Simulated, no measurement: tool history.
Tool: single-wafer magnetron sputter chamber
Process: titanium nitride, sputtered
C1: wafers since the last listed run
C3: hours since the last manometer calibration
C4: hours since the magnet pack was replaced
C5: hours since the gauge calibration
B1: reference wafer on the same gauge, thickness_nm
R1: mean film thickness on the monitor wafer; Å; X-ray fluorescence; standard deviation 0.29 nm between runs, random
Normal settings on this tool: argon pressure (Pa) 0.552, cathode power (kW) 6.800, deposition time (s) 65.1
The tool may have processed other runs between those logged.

run 1 hour=0.0 | argon_pressure_(Pa)=0.552 cathode_power_(kW)=6.800 deposition_time_(s)=68.2 | C1=0 wafers_on_the_sputter_target=1035 C3=1026.4 C4=9833.8 C5=412.0 | B1=87.181 | R1=893.12
run 2 hour=14.0 | argon_pressure_(Pa)=0.552 cathode_power_(kW)=6.800 deposition_time_(s)=68.2 | C1=288 wafers_on_the_sputter_target=1323 C3=1040.4 C4=9847.8 C5=426.0 | B1=87.145 | R1=899.93
run 3 hour=27.5 | argon_pressure_(Pa)=0.552 cathode_power_(kW)=5.700 deposition_time_(s)=65.1 | C1=278 wafers_on_the_sputter_target=1602 C3=1053.9 C4=9861.3 C5=439.5 | B1=87.055 | R1=717.34
run 4 hour=34.9 | argon_pressure_(Pa)=0.552 cathode_power_(kW)=5.700 deposition_time_(s)=65.1 | C1=152 wafers_on_the_sputter_target=1754 C3=1061.3 C4=9868.7 C5=446.9 | B1=87.085 | R1=710.98
run 5 hour=49.0 | argon_pressure_(Pa)=0.552 cathode_power_(kW)=5.700 deposition_time_(s)=65.1 | C1=290 wafers_on_the_sputter_target=2045 C3=1075.4 C4=9882.8 C5=461.0 | B1=87.143 | R1=708.25
run 6 hour=58.7 | argon_pressure_(Pa)=0.648 cathode_power_(kW)=6.800 deposition_time_(s)=65.1 | C1=200 wafers_on_the_sputter_target=2245 C3=1085.1 C4=9892.5 C5=470.7 | B1=87.141 | R1=826.05
run 7 hour=71.7 | argon_pressure_(Pa)=0.648 cathode_power_(kW)=6.800 deposition_time_(s)=65.1 | C1=268 wafers_on_the_sputter_target=2513 C3=1098.1 C4=9905.5 C5=483.7 | B1=87.118 | R1=821.66
run 8 hour=85.4 | argon_pressure_(Pa)=0.552 cathode_power_(kW)=6.800 deposition_time_(s)=65.1 | C1=282 wafers_on_the_sputter_target=2796 C3=1111.8 C4=9919.2 C5=497.4 | B1=87.052 | R1=834.78
run 9 hour=101.2 | argon_pressure_(Pa)=0.552 cathode_power_(kW)=6.800 deposition_time_(s)=65.1 | C1=325 wafers_on_the_sputter_target=3122 C3=1127.6 C4=9935.0 C5=513.2 | B1=87.065 | R1=837.14
run 10 hour=118.0 | argon_pressure_(Pa)=0.552 cathode_power_(kW)=6.800 deposition_time_(s)=65.1 | C1=346 wafers_on_the_sputter_target=3468 C3=1144.4 C4=9951.8 C5=530.0 | B1=87.115 | R1=833.61
-- hour=134.0 capacitance manometer re-zeroed and calibrated
run 11 hour=134.5 | argon_pressure_(Pa)=0.552 cathode_power_(kW)=7.500 deposition_time_(s)=65.1 | C1=175 wafers_on_the_sputter_target=3643 C3=0.5 C4=9968.3 C5=546.5 | B1=87.068 | R1=913.75
run 12 hour=144.4 | argon_pressure_(Pa)=0.552 cathode_power_(kW)=7.500 deposition_time_(s)=65.1 | C1=204 wafers_on_the_sputter_target=3847 C3=10.4 C4=9978.2 C5=556.4 | B1=87.077 | R1=913.70
run 13 hour=160.4 | argon_pressure_(Pa)=0.552 cathode_power_(kW)=5.450 deposition_time_(s)=65.1 | C1=329 wafers_on_the_sputter_target=4177 C3=26.4 C4=9994.2 C5=572.4 | B1=87.077 | R1=662.21
run 14 hour=170.1 | argon_pressure_(Pa)=0.552 cathode_power_(kW)=6.800 deposition_time_(s)=65.1 | C1=200 wafers_on_the_sputter_target=4377 C3=36.1 C4=10003.9 C5=582.1 | B1=87.023 | R1=820.50
-- hour=182.0 sputter target and shields replaced
run 15 hour=194.2 | argon_pressure_(Pa)=0.552 cathode_power_(kW)=6.800 deposition_time_(s)=65.1 | C1=331 wafers_on_the_sputter_target=252 C3=60.2 C4=10028.0 C5=606.2 | B1=87.123 | R1=799.09
run 16 hour=207.4 | argon_pressure_(Pa)=0.412 cathode_power_(kW)=6.800 deposition_time_(s)=65.1 | C1=272 wafers_on_the_sputter_target=524 C3=73.4 C4=10041.2 C5=619.4 | B1=87.160 | R1=817.72
run 17 hour=215.4 | argon_pressure_(Pa)=0.552 cathode_power_(kW)=6.250 deposition_time_(s)=73.2 | C1=164 wafers_on_the_sputter_target=689 C3=81.4 C4=10049.2 C5=627.4 | B1=87.096 | R1=818.44
-- hour=231.5 gauge calibrated
run 18 hour=231.7 | argon_pressure_(Pa)=0.772 cathode_power_(kW)=7.550 deposition_time_(s)=60.3 | C1=336 wafers_on_the_sputter_target=1025 C3=97.7 C4=10065.5 C5=0.2 | B1=87.107 | R1=768.68
run 19 hour=248.0 | argon_pressure_(Pa)=0.428 cathode_power_(kW)=5.150 deposition_time_(s)=74.2 | C1=336 wafers_on_the_sputter_target=1361 C3=114.0 C4=10081.8 C5=16.5 | B1=87.099 | R1=705.67
run 20 hour=260.6 | argon_pressure_(Pa)=0.648 cathode_power_(kW)=6.800 deposition_time_(s)=65.1 | C1=259 wafers_on_the_sputter_target=1621 C3=126.6 C4=10094.4 C5=29.1 | B1=87.043 | R1=767.21
run 21 hour=273.4 | argon_pressure_(Pa)=0.449 cathode_power_(kW)=6.800 deposition_time_(s)=76.4 | C1=263 wafers_on_the_sputter_target=1885 C3=139.4 C4=10107.2 C5=41.9 | B1=87.080 | R1=946.11
run 22 hour=288.0 | argon_pressure_(Pa)=0.703 cathode_power_(kW)=7.850 deposition_time_(s)=57.6 | C1=301 wafers_on_the_sputter_target=2186 C3=154.0 C4=10121.8 C5=56.5 | B1=87.102 | R1=770.17
-- hour=301.5 sputter target and shields replaced, repeated, since the last time left the tool worse
run 23 hour=304.7 | argon_pressure_(Pa)=0.399 cathode_power_(kW)=5.900 deposition_time_(s)=56.0 | C1=179 wafers_on_the_sputter_target=66 C3=170.7 C4=10138.5 C5=73.2 | B1=87.115 | R1=673.14
-- hour=316.9 magnet pack replaced
run 24 hour=321.5 | argon_pressure_(Pa)=0.421 cathode_power_(kW)=6.800 deposition_time_(s)=65.1 | C1=181 wafers_on_the_sputter_target=247 C3=187.5 C4=4.6 C5=90.0 | B1=87.066 | R1=886.29
run 25 hour=331.0 | argon_pressure_(Pa)=0.447 cathode_power_(kW)=5.850 deposition_time_(s)=75.2 | C1=195 wafers_on_the_sputter_target=443 C3=197.0 C4=14.1 C5=99.5 | B1=87.126 | R1=877.57
run 26 hour=344.1 | argon_pressure_(Pa)=0.552 cathode_power_(kW)=6.800 deposition_time_(s)=65.1 | C1=270 wafers_on_the_sputter_target=713 C3=210.1 C4=27.2 C5=112.6 | B1=87.172 | R1=855.66
run 27 hour=352.6 | argon_pressure_(Pa)=0.552 cathode_power_(kW)=7.500 deposition_time_(s)=65.1 | C1=175 wafers_on_the_sputter_target=888 C3=218.6 C4=35.7 C5=121.1 | B1=87.079 | R1=945.47
run 28 hour=366.0 | argon_pressure_(Pa)=0.552 cathode_power_(kW)=6.800 deposition_time_(s)=65.1 | C1=276 wafers_on_the_sputter_target=1165 C3=232.0 C4=49.1 C5=134.5 | B1=87.107 | R1=851.41
run 29 hour=381.4 | argon_pressure_(Pa)=0.710 cathode_power_(kW)=6.800 deposition_time_(s)=65.1 | C1=317 wafers_on_the_sputter_target=1482 C3=247.4 C4=64.5 C5=149.9 | B1=87.019 | R1=815.72
run 30 hour=396.3 | argon_pressure_(Pa)=0.648 cathode_power_(kW)=6.800 deposition_time_(s)=65.1 | C1=307 wafers_on_the_sputter_target=1790 C3=262.3 C4=79.4 C5=164.8 | B1=87.101 | R1=826.76
run 31 hour=404.0 | argon_pressure_(Pa)=0.421 cathode_power_(kW)=6.800 deposition_time_(s)=65.1 | C1=158 wafers_on_the_sputter_target=1948 C3=270.0 C4=87.1 C5=172.5 | B1=87.127 | R1=880.43
run 32 hour=419.2 | argon_pressure_(Pa)=0.740 cathode_power_(kW)=8.150 deposition_time_(s)=65.1 | C1=313 wafers_on_the_sputter_target=2262 C3=285.2 C4=102.3 C5=187.7 | B1=87.111 | R1=961.11
run 33 hour=427.7 | argon_pressure_(Pa)=0.446 cathode_power_(kW)=6.800 deposition_time_(s)=54.2 | C1=175 wafers_on_the_sputter_target=2437 C3=293.7 C4=110.8 C5=196.2 | B1=87.114 | R1=722.43
run 34 hour=441.9 | argon_pressure_(Pa)=0.658 cathode_power_(kW)=6.800 deposition_time_(s)=58.4 | C1=292 wafers_on_the_sputter_target=2730 C3=307.9 C4=125.0 C5=210.4 | B1=87.109 | R1=732.99
run 35 hour=458.5 | argon_pressure_(Pa)=0.651 cathode_power_(kW)=7.450 deposition_time_(s)=68.9 | C1=342 wafers_on_the_sputter_target=3072 C3=324.5 C4=141.6 C5=227.0 | B1=87.136 | R1=949.21
run 36 hour=474.0 | argon_pressure_(Pa)=0.347 cathode_power_(kW)=7.500 deposition_time_(s)=77.6 | C1=319 wafers_on_the_sputter_target=3392 C3=340.0 C4=157.1 C5=242.5 | B1=87.109 | R1=1153.91

Here are 3 independent what-if runs from the current tool condition. What would each one return?
run A hour=474.4 | argon_pressure_(Pa)=0.552 cathode_power_(kW)=7.950 deposition_time_(s)=65.1 | C1=8 wafers_on_the_sputter_target=3400 C3=340.4 C4=157.5 C5=242.9 | B1=? | R1=?
run B hour=474.4 | argon_pressure_(Pa)=0.552 cathode_power_(kW)=5.850 deposition_time_(s)=77.4 | C1=8 wafers_on_the_sputter_target=3400 C3=340.4 C4=157.5 C5=242.9 | B1=? | R1=?
run C hour=474.4 | argon_pressure_(Pa)=0.455 cathode_power_(kW)=6.800 deposition_time_(s)=60.8 | C1=8 wafers_on_the_sputter_target=3400 C3=340.4 C4=157.5 C5=242.9 | B1=? | R1=?

run=A B1=87.096 R1=967.54
run=B B1=87.096 R1=846.48
run=C B1=87.096 R1=792.42
Without the tool's unlogged condition, the same runs would have read:
run=A R1=1005.07
run=B R1=879.32
run=C R1=823.16
